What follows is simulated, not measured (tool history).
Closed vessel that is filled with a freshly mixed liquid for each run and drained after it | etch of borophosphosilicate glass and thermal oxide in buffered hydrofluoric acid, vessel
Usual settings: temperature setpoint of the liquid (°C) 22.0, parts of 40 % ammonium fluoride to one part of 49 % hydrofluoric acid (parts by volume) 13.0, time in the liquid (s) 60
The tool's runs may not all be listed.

| run | hour | temperature setpoint of the liquid (°C) | parts of 40 % ammonium fluoride to one part of 49 % hydrofluoric acid (parts by volume) | time in the liquid (s) | wafers since the last listed run | hours since the thermometer was replaced | hours since the hydrofluoric acid flow meter was replaced | hours since the gauge calibration | read-back film thickness of the borophosphosilicate glass reference wafer, read on the same gauge (nm) | read-back film thickness of the thermal oxide reference wafer, read on the same gauge (nm) | thickness taken off the borophosphosilicate glass on a monitor wafer (nm) | thickness taken off the thermal oxide on a monitor wafer (nm) |
|---|---|---|---|---|---|---|---|---|---|---|---|---|
| 1 | 0.0 | 18.5 | 14.5 | 60 | 0 | 751.2 | 1999.8 | 2012.7 | 102.69 | 65.34 | 35.33 | 31.12 |
| 2 | 50.2 | 22.0 | 13.0 | 45 | 3777 | 801.4 | 2050.0 | 2062.9 | 102.38 | 65.14 | 35.40 | 31.60 |
| 3 | 126.4 | 22.0 | 13.0 | 45 | 5733 | 877.6 | 2126.2 | 2139.1 | 101.83 | 64.83 | 35.28 | 31.48 |
| 4 | 215.9 | 22.0 | 13.0 | 45 | 6733 | 967.1 | 2215.7 | 2228.6 | 101.19 | 64.41 | 35.39 | 31.29 |
|  | 227.4 | gauge calibrated |
| 5 | 269.2 | 22.0 | 13.0 | 60 | 4010 | 1020.4 | 2269.0 | 41.8 | 112.24 | 71.40 | 50.96 | 46.37 |
| 6 | 368.5 | 22.0 | 9.5 | 60 | 7471 | 1119.7 | 2368.3 | 141.1 | 112.20 | 71.38 | 69.85 | 61.66 |
| 7 | 451.4 | 19.5 | 13.0 | 60 | 6237 | 1202.6 | 2451.2 | 224.0 | 112.14 | 71.35 | 45.32 | 40.26 |
| 8 | 528.7 | 22.0 | 13.0 | 60 | 5815 | 1279.9 | 2528.5 | 301.3 | 112.14 | 71.34 | 51.46 | 46.17 |
|  | 536.0 | hydrofluoric acid flow meter replaced |
| 9 | 587.2 | 22.0 | 13.0 | 60 | 4326 | 1338.4 | 51.2 | 359.8 | 112.03 | 71.35 | 51.80 | 46.06 |
|  | 606.8 | thermometer replaced |
| 10 | 648.4 | 22.0 | 13.0 | 50 | 4529 | 41.6 | 112.4 | 421.0 | 111.96 | 71.24 | 42.44 | 38.30 |
| 11 | 711.7 | 24.0 | 13.0 | 75 | 4762 | 104.9 | 175.7 | 484.3 | 111.87 | 71.16 | 71.32 | 64.22 |
| 12 | 765.4 | 19.5 | 9.0 | 30 | 4040 | 158.6 | 229.4 | 538.0 | 111.75 | 71.13 | 31.06 | 27.42 |
| 13 | 869.5 | 22.0 | 10.5 | 60 | 7832 | 262.7 | 333.5 | 642.1 | 111.57 | 70.95 | 63.09 | 56.29 |
| 14 | 960.2 | 19.0 | 14.5 | 45 | 6824 | 353.4 | 424.2 | 732.8 | 111.37 | 70.87 | 29.43 | 26.24 |
| 15 | 1035.1 | 26.0 | 13.0 | 60 | 5635 | 428.3 | 499.1 | 807.7 | 111.15 | 70.74 | 63.33 | 56.66 |
| 16 | 1121.3 | 22.0 | 13.0 | 60 | 6485 | 514.5 | 585.3 | 893.9 | 110.91 | 70.61 | 50.82 | 45.69 |
| 17 | 1159.7 | 20.0 | 17.0 | 60 | 2889 | 552.9 | 623.7 | 932.3 | 110.79 | 70.56 | 35.43 | 31.47 |
| 18 | 1248.9 | 20.0 | 11.5 | 30 | 6711 | 642.1 | 712.9 | 1021.5 | 110.51 | 70.33 | 26.00 | 22.90 |
| 19 | 1316.3 | 22.0 | 13.0 | 60 | 5071 | 709.5 | 780.3 | 1088.9 | 110.28 | 70.17 | 51.04 | 45.40 |
| 20 | 1394.1 | 17.5 | 18.0 | 35 | 5853 | 787.3 | 858.1 | 1166.7 | 109.97 | 69.95 | 16.74 | 14.91 |
| 21 | 1443.7 | 18.5 | 11.0 | 50 | 3731 | 836.9 | 907.7 | 1216.3 | 109.80 | 69.85 | 40.86 | 36.23 |
| 22 | 1500.5 | 24.5 | 13.0 | 60 | 4273 | 893.7 | 964.5 | 1273.1 | 109.56 | 69.68 | 57.25 | 51.87 |
| 23 | 1595.2 | 22.0 | 13.0 | 60 | 7125 | 988.4 | 1059.2 | 1367.8 | 109.13 | 69.41 | 50.15 | 44.67 |
| 24 | 1697.8 | 24.0 | 15.0 | 60 | 7719 | 1091.0 | 1161.8 | 1470.4 | 108.65 | 69.15 | 48.36 | 43.51 |

The same runs without the tool's hidden state, with the same run-to-run variation:
The hidden state here: liquid colder than its thermometer reads (K); hydrofluoric acid flow above the setpoint (%); gauge reads high (%).
| run | thickness taken off the borophosphosilicate glass on a monitor wafer (nm) | thickness taken off the thermal oxide on a monitor wafer (nm) |
|---|---|---|
| 1 | 37.84 | 33.33 |
| 2 | 38.04 | 33.95 |
| 3 | 38.11 | 34.00 |
| 4 | 38.48 | 34.02 |
| 5 | 49.93 | 45.44 |
| 6 | 68.47 | 60.44 |
| 7 | 44.44 | 39.48 |
| 8 | 50.49 | 45.30 |
| 9 | 50.86 | 45.23 |
| 10 | 41.69 | 37.63 |
| 11 | 70.13 | 63.15 |
| 12 | 30.57 | 26.99 |
| 13 | 62.21 | 55.50 |
| 14 | 29.07 | 25.92 |
| 15 | 62.66 | 56.07 |
| 16 | 50.39 | 45.31 |
| 17 | 35.17 | 31.24 |
| 18 | 25.88 | 22.79 |
| 19 | 50.91 | 45.29 |
| 20 | 16.75 | 14.91 |
| 21 | 40.94 | 36.30 |
| 22 | 57.49 | 52.08 |
| 23 | 50.55 | 45.03 |
| 24 | 48.96 | 44.06 |
